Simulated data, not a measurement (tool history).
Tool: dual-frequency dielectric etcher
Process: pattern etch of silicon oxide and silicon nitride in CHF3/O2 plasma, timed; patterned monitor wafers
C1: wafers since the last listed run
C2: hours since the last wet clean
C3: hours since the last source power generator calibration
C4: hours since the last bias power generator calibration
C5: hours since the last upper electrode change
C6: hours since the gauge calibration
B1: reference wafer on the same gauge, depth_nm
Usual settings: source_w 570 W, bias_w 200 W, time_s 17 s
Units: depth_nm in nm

run 1 hour=0 | source_w=650 bias_w=167 time_s=17 | C1=0 C2=418.1 C3=2214.1 C4=2145.2 C5=4474.1 C6=2900.2 | B1=22.59 | depth_nm=23.48
run 2 hour=69.5 | source_w=650 bias_w=167 time_s=17 | C1=1424 C2=487.6 C3=2283.6 C4=2214.7 C5=4543.6 C6=2969.7 | B1=22.61 | depth_nm=23.31
run 3 hour=159 | source_w=650 bias_w=167 time_s=17 | C1=1834 C2=577.1 C3=2373.1 C4=2304.2 C5=4633.1 C6=3059.2 | B1=22.59 | depth_nm=23.19
-- hour=237.9 gauge calibrated
run 4 hour=261.9 | source_w=570 bias_w=175 time_s=17 | C1=2109 C2=680 C3=2476 C4=2407.1 C5=4736 C6=24 | B1=22.61 | depth_nm=23.07
-- hour=296.1 wet clean of the chamber
run 5 hour=308 | source_w=570 bias_w=200 time_s=17 | C1=453 C2=11.9 C3=2522.1 C4=2453.2 C5=4782.1 C6=70.1 | B1=22.62 | depth_nm=24.8
run 6 hour=366.6 | source_w=570 bias_w=200 time_s=17 | C1=1201 C2=70.5 C3=2580.7 C4=2511.8 C5=4840.7 C6=128.7 | B1=22.59 | depth_nm=24.88
run 7 hour=420.2 | source_w=450 bias_w=200 time_s=17 | C1=1098 C2=124.1 C3=2634.3 C4=2565.4 C5=4894.3 C6=182.3 | B1=22.6 | depth_nm=23.43
run 8 hour=487.8 | source_w=620 bias_w=228 time_s=15 | C1=1385 C2=191.7 C3=2701.9 C4=2633 C5=4961.9 C6=249.9 | B1=22.65 | depth_nm=23.09
run 9 hour=586.5 | source_w=490 bias_w=239 time_s=22 | C1=2023 C2=290.4 C3=2800.6 C4=2731.7 C5=5060.6 C6=348.6 | B1=22.57 | depth_nm=32.83
run 10 hour=675.2 | source_w=570 bias_w=184 time_s=12.5 | C1=1818 C2=379.1 C3=2889.3 C4=2820.4 C5=5149.3 C6=437.3 | B1=22.57 | depth_nm=17.22
-- hour=730.4 upper electrode replaced
run 11 hour=730.9 | source_w=710 bias_w=200 time_s=21.5 | C1=649 C2=434.8 C3=2945 C4=2876.1 C5=0.5 C6=493 | B1=22.6 | depth_nm=32.11
run 12 hour=859.4 | source_w=570 bias_w=200 time_s=17 | C1=2634 C2=563.3 C3=3073.5 C4=3004.6 C5=129 C6=621.5 | B1=22.61 | depth_nm=24.12
run 13 hour=942.6 | source_w=690 bias_w=200 time_s=17 | C1=1705 C2=646.5 C3=3156.7 C4=3087.8 C5=212.2 C6=704.7 | B1=22.62 | depth_nm=24.98
run 14 hour=1021.1 | source_w=570 bias_w=162 time_s=14.5 | C1=1609 C2=725 C3=3235.2 C4=3166.3 C5=290.7 C6=783.2 | B1=22.58 | depth_nm=18.96
-- hour=1084.2 wet clean of the chamber
run 15 hour=1102.5 | source_w=520 bias_w=200 time_s=12.5 | C1=1176 C2=18.3 C3=3316.6 C4=3247.7 C5=372.1 C6=864.6 | B1=22.6 | depth_nm=17.78
run 16 hour=1186.3 | source_w=570 bias_w=200 time_s=17 | C1=1718 C2=102.1 C3=3400.4 C4=3331.5 C5=455.9 C6=948.4 | B1=22.56 | depth_nm=24.46
run 17 hour=1250.3 | source_w=490 bias_w=200 time_s=21.5 | C1=1312 C2=166.1 C3=3464.4 C4=3395.5 C5=519.9 C6=1012.4 | B1=22.6 | depth_nm=29.97
run 18 hour=1298.3 | source_w=480 bias_w=230 time_s=15 | C1=984 C2=214.1 C3=3512.4 C4=3443.5 C5=567.9 C6=1060.4 | B1=22.61 | depth_nm=21.84
-- hour=1329.9 bias power generator calibrated
run 19 hour=1390.5 | source_w=690 bias_w=238 time_s=15 | C1=1808 C2=306.3 C3=3604.6 C4=60.6 C5=660.1 C6=1152.6 | B1=22.63 | depth_nm=24.13
-- hour=1434.9 source power generator calibrated
run 20 hour=1482.1 | source_w=440 bias_w=227 time_s=13.5 | C1=1795 C2=397.9 C3=47.2 C4=152.2 C5=751.7 C6=1244.2 | B1=22.61 | depth_nm=19.63
run 21 hour=1545.9 | source_w=570 bias_w=200 time_s=17 | C1=1308 C2=461.7 C3=111 C4=216 C5=815.5 C6=1308 | B1=22.59 | depth_nm=24.63
run 22 hour=1646.3 | source_w=530 bias_w=219 time_s=15.5 | C1=2058 C2=562.1 C3=211.4 C4=316.4 C5=915.9 C6=1408.4 | B1=22.62 | depth_nm=22.76
-- hour=1860.9 wet clean of the chamber
run 23 hour=1861.4 | source_w=570 bias_w=200 time_s=20.5 | C1=3917 C2=0.5 C3=426.5 C4=531.5 C5=1131 C6=1623.5 | B1=22.6 | depth_nm=30.31
run 24 hour=1920.9 | source_w=570 bias_w=184 time_s=19.5 | C1=1219 C2=60 C3=486 C4=591 C5=1190.5 C6=1683 | B1=22.6 | depth_nm=27.67
run 25 hour=1980.1 | source_w=490 bias_w=239 time_s=22 | C1=1213 C2=119.2 C3=545.2 C4=650.2 C5=1249.7 C6=1742.2 | B1=22.61 | depth_nm=33.46
run 26 hour=2068.5 | source_w=620 bias_w=228 time_s=15 | C1=1812 C2=207.6 C3=633.6 C4=738.6 C5=1338.1 C6=1830.6 | B1=22.62 | depth_nm=23.25
run 27 hour=2110.2 | source_w=570 bias_w=200 time_s=17 | C1=854 C2=249.3 C3=675.3 C4=780.3 C5=1379.8 C6=1872.3 | B1=22.58 | depth_nm=24.74
run 28 hour=2310.6 | source_w=690 bias_w=220 time_s=14.5 | C1=4108 C2=449.7 C3=875.7 C4=980.7 C5=1580.2 C6=2072.7 | B1=22.57 | depth_nm=22.51
run 29 hour=2374.3 | source_w=500 bias_w=177 time_s=21 | C1=1305 C2=513.4 C3=939.4 C4=1044.4 C5=1643.9 C6=2136.4 | B1=22.6 | depth_nm=28.31
run 30 hour=2463.4 | source_w=450 bias_w=167 time_s=13.5 | C1=1826 C2=602.5 C3=1028.5 C4=1133.5 C5=1733 C6=2225.5 | B1=22.56 | depth_nm=17.35

Forecast each of these 3 alternatives for the next run:
run A hour=2463.8 | source_w=570 bias_w=200 time_s=17 | C1=8 C2=602.9 C3=1028.9 C4=1133.9 C5=1733.4 C6=2225.9 | B1=? | depth_nm=?
run B hour=2463.8 | source_w=570 bias_w=238 time_s=15 | C1=8 C2=602.9 C3=1028.9 C4=1133.9 C5=1733.4 C6=2225.9 | B1=? | depth_nm=?
run C hour=2463.8 | source_w=620 bias_w=219 time_s=20 | C1=8 C2=602.9 C3=1028.9 C4=1133.9 C5=1733.4 C6=2225.9 | B1=? | depth_nm=?

run=A B1=22.6 depth_nm=24.31
run=B B1=22.6 depth_nm=22.92
run=C B1=22.6 depth_nm=30.11
Without the tool's hidden state the same runs would have given:
run=A depth_nm=24.86
run=B depth_nm=23.45
run=C depth_nm=30.79
